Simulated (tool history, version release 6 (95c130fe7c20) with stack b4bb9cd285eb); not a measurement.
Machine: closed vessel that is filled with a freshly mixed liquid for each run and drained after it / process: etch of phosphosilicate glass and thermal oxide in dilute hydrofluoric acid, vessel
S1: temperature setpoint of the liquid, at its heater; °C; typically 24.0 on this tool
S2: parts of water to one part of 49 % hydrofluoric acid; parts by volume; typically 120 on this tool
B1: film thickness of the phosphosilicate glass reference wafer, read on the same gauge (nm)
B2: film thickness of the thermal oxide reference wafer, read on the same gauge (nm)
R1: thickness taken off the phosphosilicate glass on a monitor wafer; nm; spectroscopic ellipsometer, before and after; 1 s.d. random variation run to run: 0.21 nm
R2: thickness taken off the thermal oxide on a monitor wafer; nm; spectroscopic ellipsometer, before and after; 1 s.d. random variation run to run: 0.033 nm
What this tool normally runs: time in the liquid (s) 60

run 1 hour=0.0 | S1=25.5 S2=120 time_in_the_liquid_(s)=60 | B1=110.02 B2=39.986 | R1=70.67 R2=2.711
run 2 hour=12.7 | S1=24.0 S2=90 time_in_the_liquid_(s)=30 | B1=109.99 B2=39.992 | R1=45.91 R2=1.791
run 3 hour=25.6 | S1=24.0 S2=120 time_in_the_liquid_(s)=60 | B1=110.01 B2=40.063 | R1=66.38 R2=2.581
run 4 hour=38.1 | S1=24.0 S2=100 time_in_the_liquid_(s)=30 | B1=109.94 B2=39.993 | R1=40.99 R2=1.596
-- hour=39.6 gauge calibrated
run 5 hour=45.9 | S1=24.0 S2=120 time_in_the_liquid_(s)=60 | B1=110.02 B2=40.023 | R1=66.80 R2=2.661
run 6 hour=54.0 | S1=24.0 S2=145 time_in_the_liquid_(s)=60 | B1=110.00 B2=40.032 | R1=53.78 R2=2.060
run 7 hour=65.0 | S1=25.5 S2=70 time_in_the_liquid_(s)=60 | B1=110.01 B2=39.990 | R1=129.64 R2=5.035
run 8 hour=76.4 | S1=27.5 S2=120 time_in_the_liquid_(s)=30 | B1=110.01 B2=39.985 | R1=38.39 R2=1.501
run 9 hour=90.4 | S1=24.0 S2=120 time_in_the_liquid_(s)=60 | B1=109.98 B2=39.987 | R1=67.14 R2=2.586
run 10 hour=98.1 | S1=24.0 S2=120 time_in_the_liquid_(s)=40 | B1=110.01 B2=40.004 | R1=44.58 R2=1.759
run 11 hour=108.8 | S1=24.0 S2=120 time_in_the_liquid_(s)=60 | B1=110.02 B2=39.990 | R1=67.35 R2=2.555
-- hour=114.9 hydrofluoric acid flow meter replaced
run 12 hour=118.7 | S1=24.0 S2=120 time_in_the_liquid_(s)=60 | B1=110.00 B2=39.952 | R1=63.37 R2=2.512
run 13 hour=127.3 | S1=21.0 S2=70 time_in_the_liquid_(s)=60 | B1=110.00 B2=39.993 | R1=102.49 R2=4.005
run 14 hour=144.6 | S1=28.0 S2=120 time_in_the_liquid_(s)=60 | B1=110.01 B2=39.992 | R1=73.91 R2=2.866
run 15 hour=152.1 | S1=19.5 S2=105 time_in_the_liquid_(s)=60 | B1=109.99 B2=40.013 | R1=61.62 R2=2.426
run 16 hour=165.7 | S1=26.5 S2=75 time_in_the_liquid_(s)=35 | B1=109.99 B2=39.999 | R1=69.63 R2=2.648
run 17 hour=183.5 | S1=24.0 S2=165 time_in_the_liquid_(s)=70 | B1=109.98 B2=39.991 | R1=51.48 R2=1.951
run 18 hour=196.9 | S1=24.0 S2=75 time_in_the_liquid_(s)=80 | B1=109.99 B2=40.011 | R1=143.53 R2=5.575
run 19 hour=211.4 | S1=28.5 S2=90 time_in_the_liquid_(s)=80 | B1=110.01 B2=40.047 | R1=140.46 R2=5.613
run 20 hour=218.4 | S1=24.0 S2=155 time_in_the_liquid_(s)=60 | B1=110.04 B2=40.016 | R1=47.74 R2=1.837
run 21 hour=224.8 | S1=29.0 S2=95 time_in_the_liquid_(s)=75 | B1=109.96 B2=40.019 | R1=127.52 R2=4.845
run 22 hour=242.2 | S1=19.0 S2=70 time_in_the_liquid_(s)=85 | B1=110.02 B2=40.000 | R1=134.99 R2=5.249
run 23 hour=255.8 | S1=27.0 S2=120 time_in_the_liquid_(s)=30 | B1=110.03 B2=40.009 | R1=36.01 R2=1.397
run 24 hour=267.8 | S1=21.5 S2=150 time_in_the_liquid_(s)=40 | B1=109.99 B2=39.948 | R1=30.17 R2=1.155
run 25 hour=277.8 | S1=26.0 S2=120 time_in_the_liquid_(s)=60 | B1=110.04 B2=40.019 | R1=69.75 R2=2.681

Results for each run, recomputed without the tool's hidden state and with each run's random variation untouched:
Hidden state at play: liquid hotter than its thermometer reads (K); hydrofluoric acid flow above the setpoint (%); gauge reads high (%).
run=1 R1=66.11 R2=2.536
run=2 R1=42.96 R2=1.676
run=3 R1=61.94 R2=2.408
run=4 R1=38.26 R2=1.490
run=5 R1=62.23 R2=2.479
run=6 R1=49.98 R2=1.914
run=7 R1=120.84 R2=4.693
run=8 R1=35.63 R2=1.393
run=9 R1=62.26 R2=2.398
run=10 R1=41.31 R2=1.630
run=11 R1=62.34 R2=2.365
run=12 R1=62.33 R2=2.471
run=13 R1=100.69 R2=3.934
run=14 R1=72.55 R2=2.813
run=15 R1=60.39 R2=2.377
run=16 R1=68.18 R2=2.593
run=17 R1=50.31 R2=1.907
run=18 R1=140.04 R2=5.439
run=19 R1=136.92 R2=5.472
run=20 R1=46.49 R2=1.789
run=21 R1=124.15 R2=4.717
run=22 R1=131.03 R2=5.095
run=23 R1=34.94 R2=1.356
run=24 R1=29.22 R2=1.118
run=25 R1=67.53 R2=2.595
